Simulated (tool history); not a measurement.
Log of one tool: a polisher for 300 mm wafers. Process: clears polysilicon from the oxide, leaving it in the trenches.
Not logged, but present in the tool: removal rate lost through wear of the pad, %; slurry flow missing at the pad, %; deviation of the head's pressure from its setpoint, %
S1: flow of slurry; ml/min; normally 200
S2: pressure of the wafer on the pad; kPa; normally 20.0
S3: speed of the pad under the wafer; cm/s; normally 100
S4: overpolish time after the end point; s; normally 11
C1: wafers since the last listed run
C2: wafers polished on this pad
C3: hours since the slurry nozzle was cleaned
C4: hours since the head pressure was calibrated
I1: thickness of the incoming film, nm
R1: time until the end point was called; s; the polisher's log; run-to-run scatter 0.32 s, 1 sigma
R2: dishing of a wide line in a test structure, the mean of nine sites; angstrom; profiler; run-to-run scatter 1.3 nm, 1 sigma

Run 1, hour 0.0: usual settings; C1 0; C2 4158; C3 504.8; C4 395.2; I1 297.1. Result: R1 20.4 s, R2 562 angstrom.
At hour 104.6: slurry nozzle cleaned.
Run 2, hour 140.2: usual settings; C1 2393; C2 6552; C3 35.6; C4 535.4; I1 303.8. Result: R1 18.5 s, R2 555 angstrom.
Run 3, hour 207.3: usual settings; C1 1153; C2 7705; C3 102.7; C4 602.5; I1 298.9. Result: R1 19.3 s, R2 555 angstrom.
At hour 284.4: worn pad replaced by a new one.
At hour 307.3: head pressure recalibrated.
Run 4, hour 512.0: usual settings; C1 5135; C2 3879; C3 407.4; C4 204.7; I1 300.4. Result: R1 20.6 s, R2 555 angstrom.
Run 5, hour 597.9: usual settings; C1 1476; C2 5356; C3 493.3; C4 290.6; I1 305.8. Result: R1 21.5 s, R2 561 angstrom.
Run 6, hour 643.4: usual settings but S1 145 ml/min, S3 88 cm/s; C1 782; C2 6138; C3 538.8; C4 336.1; I1 303.7. Result: R1 26.5 s, R2 529 angstrom.
Run 7, hour 722.8: usual settings; C1 1365; C2 7503; C3 618.2; C4 415.5; I1 299.7. Result: R1 20.9 s, R2 548 angstrom.
Run 8, hour 761.4: usual settings; C1 663; C2 8167; C3 656.8; C4 454.1; I1 305.4. Result: R1 21.7 s, R2 538 angstrom.
At hour 780.9: worn pad replaced by a new one.
Run 9, hour 826.9: usual settings; C1 1057; C2 791; C3 722.3; C4 519.6; I1 299.1. Result: R1 21.5 s, R2 546 angstrom.
At hour 857.5: slurry nozzle cleaned.
Run 10, hour 865.8: usual settings; C1 651; C2 1443; C3 8.3; C4 558.5; I1 304.2. Result: R1 19.6 s, R2 565 angstrom.
Run 11, hour 960.2: usual settings but S1 165 ml/min; C1 1623; C2 3066; C3 102.7; C4 652.9; I1 296.8. Result: R1 19.9 s, R2 552 angstrom.
At hour 1045.3: head pressure recalibrated.
Run 12, hour 1062.3: usual settings but S1 165 ml/min; C1 1721; C2 4787; C3 204.8; C4 17.0; I1 297.0. Result: R1 20.9 s, R2 565 angstrom.
Run 13, hour 1150.1: usual settings but S2 17.2 kPa; C1 1509; C2 6297; C3 292.6; C4 104.8; I1 301.3. Result: R1 22.8 s, R2 538 angstrom.
Run 14, hour 1245.1: usual settings but S2 17.2 kPa; C1 1633; C2 7930; C3 387.6; C4 199.8; I1 304.2. Result: R1 23.0 s, R2 541 angstrom.
At hour 1310.3: worn pad replaced by a new one.
Run 15, hour 1323.9: usual settings; C1 1286; C2 234; C3 466.4; C4 278.6; I1 300.6. Result: R1 21.0 s, R2 578 angstrom.
Run 16, hour 1417.8: usual settings but S3 114 cm/s; C1 1614; C2 1849; C3 560.3; C4 372.5; I1 300.1. Result: R1 18.4 s, R2 580 angstrom.
Run 17, hour 1485.9: usual settings but S2 26.9 kPa, S3 90 cm/s; C1 1170; C2 3019; C3 628.4; C4 440.6; I1 300.1. Result: R1 18.0 s, R2 582 angstrom.
Run 18, hour 1537.8: usual settings but S3 110 cm/s, S4 8 s; C1 892; C2 3912; C3 680.3; C4 492.5; I1 300.2. Result: R1 18.6 s, R2 508 angstrom.
At hour 1560.4: slurry nozzle cleaned.
Run 19, hour 1577.6: usual settings but S1 165 ml/min, S2 15.9 kPa, S3 72 cm/s, S4 8 s; C1 667; C2 4579; C3 17.2; C4 532.3; I1 299.4. Result: R1 32.9 s, R2 409 angstrom.
Run 20, hour 1674.2: usual settings but S3 84 cm/s, S4 7 s; C1 1660; C2 6240; C3 113.8; C4 628.9; I1 293.6. Result: R1 22.0 s, R2 460 angstrom.
Run 21, hour 1758.8: usual settings but S2 15.9 kPa, S3 68 cm/s, S4 5 s; C1 1454; C2 7694; C3 198.4; C4 713.5; I1 302.7. Result: R1 34.0 s, R2 325 angstrom.
At hour 1787.0: head pressure recalibrated.
At hour 1800.1: worn pad replaced by a new one.
Run 22, hour 1810.0: usual settings but S1 230 ml/min, S2 13.1 kPa, S3 86 cm/s, S4 14 s; C1 777; C2 170; C3 249.6; C4 23.0; I1 295.5. Result: R1 32.8 s, R2 511 angstrom.
Run 23, hour 1906.3: usual settings; C1 1655; C2 1826; C3 345.9; C4 119.3; I1 302.0. Result: R1 21.6 s, R2 544 angstrom.
Run 24, hour 1961.5: usual settings; C1 949; C2 2775; C3 401.1; C4 174.5; I1 294.4. Result: R1 20.5 s, R2 543 angstrom.
Run 25, hour 1997.6: usual settings but S1 245 ml/min, S4 15 s; C1 620; C2 3395; C3 437.2; C4 210.6; I1 295.3. Result: R1 20.0 s, R2 582 angstrom.
Run 26, hour 2089.5: usual settings; C1 1580; C2 4976; C3 529.1; C4 302.5; I1 297.4. Result: R1 21.3 s, R2 549 angstrom.
At hour 2293.5: slurry nozzle cleaned.
Run 27, hour 2339.6: usual settings but S2 22.1 kPa; C1 4282; C2 9258; C3 46.1; C4 552.6; I1 299.6. Result: R1 17.4 s, R2 565 angstrom.
At hour 2354.0: worn pad replaced by a new one.
At hour 2429.3: head pressure recalibrated.
Run 28, hour 2429.8: usual settings but S2 24.1 kPa, S3 112 cm/s; C1 1447; C2 1268; C3 136.3; C4 0.5; I1 303.0. Result: R1 16.1 s, R2 574 angstrom.
Run 29, hour 2524.2: usual settings but S1 155 ml/min, S4 13 s; C1 1623; C2 2891; C3 230.7; C4 94.9; I1 302.8. Result: R1 22.1 s, R2 565 angstrom.
Run 30, hour 2609.8: usual settings but S1 180 ml/min, S2 17.9 kPa, S3 68 cm/s, S4 7 s; C1 1471; C2 4363; C3 316.3; C4 180.5; I1 299.6. Result: R1 34.7 s, R2 374 angstrom.
Run 31, hour 2701.7: usual settings but S1 220 ml/min, S2 17.9 kPa, S3 128 cm/s, S4 9 s; C1 1580; C2 5943; C3 408.2; C4 272.4; I1 297.1. Result: R1 16.8 s, R2 544 angstrom.
Run 32, hour 2757.2: usual settings but S3 112 cm/s, S4 13 s; C1 954; C2 6897; C3 463.7; C4 327.9; I1 300.7. Result: R1 18.5 s, R2 570 angstrom.
Run 33, hour 2801.7: usual settings but S1 235 ml/min, S2 13.8 kPa; C1 765; C2 7662; C3 508.2; C4 372.4; I1 295.4. Result: R1 27.1 s, R2 537 angstrom.

Subtracting, for every run, the result it would have given without the tool's unlogged condition from the measured result gives the following. The same run-to-run variation enters both numbers; the gauge's scatter may not:
run    R1   R2
  1  +0.2   -1
  2  -1.5   +7
  3  -1.5   +7
  4  +0.5   -3
  5  +0.6   -4
  6  +1.6  -10
  7  +0.9   -5
  8  +1.0   -5
  9  +1.1   -6
 10  -1.4   +7
 11  -1.5   +7
 12  +0.5   -3
 13  +0.4   -2
 14  +0.4   -2
 15  +0.4   -2
 16  +0.4   -2
 17  +0.5   -2
 18  +0.7   -5
 19  -2.3  +14
 20  -1.6  +14
 21  -2.5  +16
 22  +1.2   -5
 23  +0.9   -5
 24  +0.8   -5
 25  +0.7   -1
 26  +1.0   -5
 27  -1.0   +5
 28  +0.4   -1
 29  +0.7   -3
 30  +0.9   -5
 31  +0.3   -2
 32  +0.5   -1
 33  +0.4   -3

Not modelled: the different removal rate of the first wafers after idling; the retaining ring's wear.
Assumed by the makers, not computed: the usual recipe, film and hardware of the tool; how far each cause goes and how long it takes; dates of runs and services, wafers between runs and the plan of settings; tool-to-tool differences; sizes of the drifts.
